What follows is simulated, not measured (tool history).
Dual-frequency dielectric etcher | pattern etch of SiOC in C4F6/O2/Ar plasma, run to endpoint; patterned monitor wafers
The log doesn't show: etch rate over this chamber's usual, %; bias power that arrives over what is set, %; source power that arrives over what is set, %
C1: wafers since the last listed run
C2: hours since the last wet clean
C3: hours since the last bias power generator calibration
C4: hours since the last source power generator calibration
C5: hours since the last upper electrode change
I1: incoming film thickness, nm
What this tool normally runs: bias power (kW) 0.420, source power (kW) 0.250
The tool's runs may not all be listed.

Run 1, hour 0.0: usual settings; C1 0; C2 401.4; C3 2368.5; C4 1580.7; C5 4458.3; I1 29.76. Result: endpoint time (s) 12.1.
Run 2, hour 40.8: usual settings; C1 590; C2 442.2; C3 2409.3; C4 1621.5; C5 4499.1; I1 29.97. Result: endpoint time (s) 12.1.
Run 3, hour 147.1: usual settings; C1 1537; C2 548.5; C3 2515.6; C4 1727.8; C5 4605.4; I1 29.16. Result: endpoint time (s) 11.8.
Run 4, hour 212.0: usual settings but bias power (kW) 0.462; C1 938; C2 613.4; C3 2580.5; C4 1792.7; C5 4670.3; I1 29.63. Result: endpoint time (s) 11.5.
At hour 243.4: wet clean of the chamber.
Run 5, hour 304.0: usual settings but bias power (kW) 0.462; C1 983; C2 60.6; C3 2672.5; C4 1884.7; C5 4762.3; I1 29.94. Result: endpoint time (s) 11.7.
Run 6, hour 371.2: usual settings but source power (kW) 0.280; C1 972; C2 127.8; C3 2739.7; C4 1951.9; C5 4829.5; I1 29.47. Result: endpoint time (s) 11.4.
Run 7, hour 424.1: usual settings but bias power (kW) 0.397; C1 765; C2 180.7; C3 2792.6; C4 2004.8; C5 4882.4; I1 29.48. Result: endpoint time (s) 12.2.
Run 8, hour 526.8: usual settings but bias power (kW) 0.397; C1 1485; C2 283.4; C3 2895.3; C4 2107.5; C5 4985.1; I1 29.88. Result: endpoint time (s) 12.4.
Run 9, hour 565.0: usual settings but bias power (kW) 0.397; C1 552; C2 321.6; C3 2933.5; C4 2145.7; C5 5023.3; I1 29.75. Result: endpoint time (s) 12.2.
Run 10, hour 606.5: usual settings but bias power (kW) 0.339; C1 600; C2 363.1; C3 2975.0; C4 2187.2; C5 5064.8; I1 29.69. Result: endpoint time (s) 13.3.
Run 11, hour 651.6: usual settings but bias power (kW) 0.339; C1 652; C2 408.2; C3 3020.1; C4 2232.3; C5 5109.9; I1 29.77. Result: endpoint time (s) 13.2.
Run 12, hour 694.3: usual settings but bias power (kW) 0.341; C1 617; C2 450.9; C3 3062.8; C4 2275.0; C5 5152.6; I1 29.66. Result: endpoint time (s) 13.2.
Run 13, hour 759.2: usual settings but bias power (kW) 0.341; C1 938; C2 515.8; C3 3127.7; C4 2339.9; C5 5217.5; I1 29.69. Result: endpoint time (s) 13.2.
Run 14, hour 844.7: usual settings; C1 1236; C2 601.3; C3 3213.2; C4 2425.4; C5 5303.0; I1 29.87. Result: endpoint time (s) 12.1.
At hour 912.3: wet clean of the chamber.
Run 15, hour 924.1: usual settings but source power (kW) 0.300; C1 801; C2 11.8; C3 3292.6; C4 2504.8; C5 5382.4; I1 29.68. Result: endpoint time (s) 11.3.
Run 16, hour 1013.0: usual settings but bias power (kW) 0.523, source power (kW) 0.230; C1 1286; C2 100.7; C3 3381.5; C4 2593.7; C5 5471.3; I1 29.61. Result: endpoint time (s) 11.2.
Run 17, hour 1117.0: usual settings but bias power (kW) 0.500, source power (kW) 0.230; C1 1504; C2 204.7; C3 3485.5; C4 2697.7; C5 5575.3; I1 29.76. Result: endpoint time (s) 11.5.
Run 18, hour 1179.6: usual settings; C1 905; C2 267.3; C3 3548.1; C4 2760.3; C5 5637.9; I1 29.46. Result: endpoint time (s) 11.9.
Run 19, hour 1232.2: usual settings but source power (kW) 0.220; C1 760; C2 319.9; C3 3600.7; C4 2812.9; C5 5690.5; I1 29.98. Result: endpoint time (s) 12.6.
Run 20, hour 1272.0: usual settings but source power (kW) 0.210; C1 575; C2 359.7; C3 3640.5; C4 2852.7; C5 5730.3; I1 29.48. Result: endpoint time (s) 12.6.
Run 21, hour 1371.7: usual settings but bias power (kW) 0.449, source power (kW) 0.220; C1 1442; C2 459.4; C3 3740.2; C4 2952.4; C5 5830.0; I1 29.76. Result: endpoint time (s) 12.1.
Run 22, hour 1448.4: usual settings but bias power (kW) 0.471, source power (kW) 0.280; C1 1109; C2 536.1; C3 3816.9; C4 3029.1; C5 5906.7; I1 29.77. Result: endpoint time (s) 11.0.
Run 23, hour 1505.4: usual settings but bias power (kW) 0.341, source power (kW) 0.200; C1 824; C2 593.1; C3 3873.9; C4 3086.1; C5 5963.7; I1 29.82. Result: endpoint time (s) 14.3.
At hour 1616.5: wet clean of the chamber.
Run 24, hour 1617.0: usual settings but bias power (kW) 0.394, source power (kW) 0.270; C1 1267; C2 0.5; C3 3985.5; C4 3197.7; C5 6075.3; I1 29.42. Result: endpoint time (s) 11.9.
At hour 1677.2: bias power generator calibrated.
Run 25, hour 1689.6: usual settings but bias power (kW) 0.455, source power (kW) 0.210; C1 992; C2 73.1; C3 12.4; C4 3270.3; C5 6147.9; I1 29.81. Result: endpoint time (s) 12.3.
At hour 1779.4: upper electrode replaced.
Run 26, hour 1779.9: usual settings but bias power (kW) 0.375, source power (kW) 0.290; C1 959; C2 163.4; C3 102.7; C4 3360.6; C5 0.5; I1 29.65. Result: endpoint time (s) 11.9.
At hour 1819.0: source power generator calibrated.
Run 27, hour 1853.0: usual settings but bias power (kW) 0.469, source power (kW) 0.280; C1 999; C2 236.5; C3 175.8; C4 34.0; C5 73.6; I1 29.67. Result: endpoint time (s) 11.2.
Run 28, hour 1918.6: usual settings but bias power (kW) 0.503, source power (kW) 0.230; C1 948; C2 302.1; C3 241.4; C4 99.6; C5 139.2; I1 29.83. Result: endpoint time (s) 11.6.
Run 29, hour 1975.5: usual settings but bias power (kW) 0.397; C1 823; C2 359.0; C3 298.3; C4 156.5; C5 196.1; I1 29.73. Result: endpoint time (s) 12.5.
Run 30, hour 2023.2: usual settings; C1 690; C2 406.7; C3 346.0; C4 204.2; C5 243.8; I1 29.57. Result: endpoint time (s) 12.2.
Run 31, hour 2113.9: usual settings but bias power (kW) 0.397; C1 1312; C2 497.4; C3 436.7; C4 294.9; C5 334.5; I1 29.61. Result: endpoint time (s) 12.4.
Run 32, hour 2220.5: usual settings; C1 1542; C2 604.0; C3 543.3; C4 401.5; C5 441.1; I1 29.73. Result: endpoint time (s) 12.2.
At hour 2326.3: wet clean of the chamber.
Run 33, hour 2326.8: usual settings but bias power (kW) 0.458, source power (kW) 0.280; C1 1190; C2 0.5; C3 649.6; C4 507.8; C5 547.4; I1 29.67. Result: endpoint time (s) 11.2.
Run 34, hour 2345.5: usual settings but bias power (kW) 0.341, source power (kW) 0.290; C1 270; C2 19.2; C3 668.3; C4 526.5; C5 566.1; I1 30.11. Result: endpoint time (s) 12.7.
Run 35, hour 2450.0: usual settings; C1 1511; C2 123.7; C3 772.8; C4 631.0; C5 670.6; I1 29.68. Result: endpoint time (s) 12.2.

Predict each of these 4 candidate next runs independently; none follows another, all start after run 35:
Run A, hour 2450.4: usual settings; C1 5; C2 124.1; C3 773.2; C4 631.4; C5 671.0; I1 29.59. Result: endpoint time (s) ?.
Run B, hour 2450.4: usual settings but bias power (kW) 0.451; C1 5; C2 124.1; C3 773.2; C4 631.4; C5 671.0; I1 29.59. Result: endpoint time (s) ?.
Run C, hour 2450.4: usual settings but bias power (kW) 0.334; C1 5; C2 124.1; C3 773.2; C4 631.4; C5 671.0; I1 29.59. Result: endpoint time (s) ?.
Run D, hour 2450.4: usual settings but bias power (kW) 0.471, source power (kW) 0.190; C1 5; C2 124.1; C3 773.2; C4 631.4; C5 671.0; I1 29.59. Result: endpoint time (s) ?.

run  endpoint time (s)
  A               12.1
  B               11.8
  C               13.4
  D               12.7
Without the tool's unlogged condition, the same runs would have read:
run  endpoint time (s)
  A               12.2
  B               11.8
  C               13.5
  D               12.8
